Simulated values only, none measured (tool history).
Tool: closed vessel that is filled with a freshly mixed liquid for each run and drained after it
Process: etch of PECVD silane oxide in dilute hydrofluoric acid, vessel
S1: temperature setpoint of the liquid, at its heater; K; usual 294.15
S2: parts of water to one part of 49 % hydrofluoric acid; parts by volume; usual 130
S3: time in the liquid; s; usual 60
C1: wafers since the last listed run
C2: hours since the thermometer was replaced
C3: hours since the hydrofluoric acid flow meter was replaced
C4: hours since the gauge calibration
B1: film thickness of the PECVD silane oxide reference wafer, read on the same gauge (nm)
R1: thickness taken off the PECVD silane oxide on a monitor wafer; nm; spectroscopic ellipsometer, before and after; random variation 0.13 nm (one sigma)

run 1 hour=0 | S1=294.15 S2=170 S3=60 | C1=0 C2=2459.6 C3=819.9 C4=256.5 | B1=50.53 | R1=9.96
-- hour=15 hydrofluoric acid flow meter replaced
run 2 hour=39.3 | S1=294.15 S2=170 S3=60 | C1=3034 C2=2498.9 C3=24.3 C4=295.8 | B1=50.61 | R1=10.04
run 3 hour=64.8 | S1=294.15 S2=130 S3=45 | C1=2020 C2=2524.4 C3=49.8 C4=321.3 | B1=50.64 | R1=10.18
run 4 hour=111.3 | S1=294.15 S2=130 S3=45 | C1=3684 C2=2570.9 C3=96.3 C4=367.8 | B1=50.74 | R1=10.29
run 5 hour=182.6 | S1=294.15 S2=130 S3=45 | C1=5648 C2=2642.2 C3=167.6 C4=439.1 | B1=50.87 | R1=10.26
run 6 hour=237.7 | S1=294.15 S2=175 S3=60 | C1=4365 C2=2697.3 C3=222.7 C4=494.2 | B1=50.93 | R1=9.7
run 7 hour=263.6 | S1=294.15 S2=175 S3=60 | C1=2051 C2=2723.2 C3=248.6 C4=520.1 | B1=51.07 | R1=9.63
run 8 hour=422.6 | S1=294.15 S2=130 S3=75 | C1=12596 C2=2882.2 C3=407.6 C4=679.1 | B1=51.38 | R1=17.12
run 9 hour=473.4 | S1=294.15 S2=130 S3=75 | C1=4024 C2=2933 C3=458.4 C4=729.9 | B1=51.42 | R1=17.32
run 10 hour=499.9 | S1=294.15 S2=130 S3=75 | C1=2099 C2=2959.5 C3=484.9 C4=756.4 | B1=51.48 | R1=17.08
run 11 hour=524.6 | S1=292.15 S2=130 S3=60 | C1=1956 C2=2984.2 C3=509.6 C4=781.1 | B1=51.56 | R1=12.96
-- hour=553.5 thermometer replaced
run 12 hour=575.7 | S1=294.15 S2=130 S3=60 | C1=3969 C2=22.2 C3=560.7 C4=832.2 | B1=51.66 | R1=13.97
run 13 hour=641.8 | S1=294.15 S2=130 S3=60 | C1=5236 C2=88.3 C3=626.8 C4=898.3 | B1=51.77 | R1=14.02
run 14 hour=708.4 | S1=294.15 S2=130 S3=60 | C1=5276 C2=154.9 C3=693.4 C4=964.9 | B1=51.95 | R1=14.14
run 15 hour=745.6 | S1=294.15 S2=130 S3=60 | C1=2947 C2=192.1 C3=730.6 C4=1002.1 | B1=52.02 | R1=13.94
-- hour=773.8 hydrofluoric acid flow meter replaced
run 16 hour=775.8 | S1=291.15 S2=175 S3=40 | C1=2313 C2=222.3 C3=2 C4=1032.3 | B1=52.04 | R1=5.96
run 17 hour=806.7 | S1=294.15 S2=130 S3=60 | C1=2448 C2=253.2 C3=32.9 C4=1063.2 | B1=52.15 | R1=14.2
run 18 hour=874.6 | S1=295.65 S2=175 S3=35 | C1=5379 C2=321.1 C3=100.8 C4=1131.1 | B1=52.27 | R1=6.15
run 19 hour=920.1 | S1=297.65 S2=190 S3=75 | C1=3604 C2=366.6 C3=146.3 C4=1176.6 | B1=52.36 | R1=12.94
run 20 hour=947.8 | S1=290.65 S2=150 S3=75 | C1=2194 C2=394.3 C3=174 C4=1204.3 | B1=52.39 | R1=13.03
run 21 hour=983.2 | S1=295.65 S2=85 S3=30 | C1=2804 C2=429.7 C3=209.4 C4=1239.7 | B1=52.44 | R1=12.06
run 22 hour=1028.3 | S1=291.65 S2=105 S3=85 | C1=3573 C2=474.8 C3=254.5 C4=1284.8 | B1=52.54 | R1=22.96
run 23 hour=1089.7 | S1=294.15 S2=130 S3=35 | C1=4864 C2=536.2 C3=315.9 C4=1346.2 | B1=52.71 | R1=8.24
run 24 hour=1143.9 | S1=294.15 S2=145 S3=60 | C1=4294 C2=590.4 C3=370.1 C4=1400.4 | B1=52.74 | R1=12.43
run 25 hour=1193.3 | S1=294.15 S2=130 S3=60 | C1=3913 C2=639.8 C3=419.5 C4=1449.8 | B1=52.92 | R1=14.13
-- hour=1233.4 gauge calibrated
run 26 hour=1251.1 | S1=294.15 S2=180 S3=60 | C1=4579 C2=697.6 C3=477.3 C4=17.7 | B1=49.77 | R1=9.2
run 27 hour=1321.2 | S1=294.15 S2=130 S3=60 | C1=5553 C2=767.7 C3=547.4 C4=87.8 | B1=49.9 | R1=13.45
run 28 hour=1353 | S1=294.15 S2=130 S3=60 | C1=2519 C2=799.5 C3=579.2 C4=119.6 | B1=49.94 | R1=13.41
run 29 hour=1407.9 | S1=294.15 S2=130 S3=60 | C1=4349 C2=854.4 C3=634.1 C4=174.5 | B1=50.08 | R1=13.4
run 30 hour=1475.4 | S1=290.65 S2=70 S3=60 | C1=5347 C2=921.9 C3=701.6 C4=242 | B1=50.17 | R1=23.02
run 31 hour=1509.4 | S1=298.15 S2=105 S3=80 | C1=2693 C2=955.9 C3=735.6 C4=276 | B1=50.24 | R1=27.1
-- hour=1544.7 hydrofluoric acid flow meter replaced
run 32 hour=1567.3 | S1=296.15 S2=65 S3=60 | C1=4507 C2=1013.8 C3=22.6 C4=333.9 | B1=50.4 | R1=31.46
run 33 hour=1617.4 | S1=298.15 S2=130 S3=30 | C1=3969 C2=1063.9 C3=72.7 C4=384 | B1=50.53 | R1=8.03
run 34 hour=1686.9 | S1=296.65 S2=165 S3=75 | C1=5506 C2=1133.4 C3=142.2 C4=453.5 | B1=50.67 | R1=14.3

3 ways to go on from here, each from the tool as it stands after run 34. What would each give?
run A hour=1687.6 | S1=294.15 S2=130 S3=60 | C1=55 C2=1134.1 C3=142.9 C4=454.2 | B1=? | R1=?
run B hour=1687.6 | S1=290.15 S2=130 S3=50 | C1=55 C2=1134.1 C3=142.9 C4=454.2 | B1=? | R1=?
run C hour=1687.6 | S1=290.65 S2=95 S3=60 | C1=55 C2=1134.1 C3=142.9 C4=454.2 | B1=? | R1=?

run=A B1=50.61 R1=13.71
run=B B1=50.61 R1=9.71
run=C B1=50.61 R1=16.87
Without the tool's hidden state the same runs would have given:
run=A R1=13.53
run=B R1=9.58
run=C R1=16.66
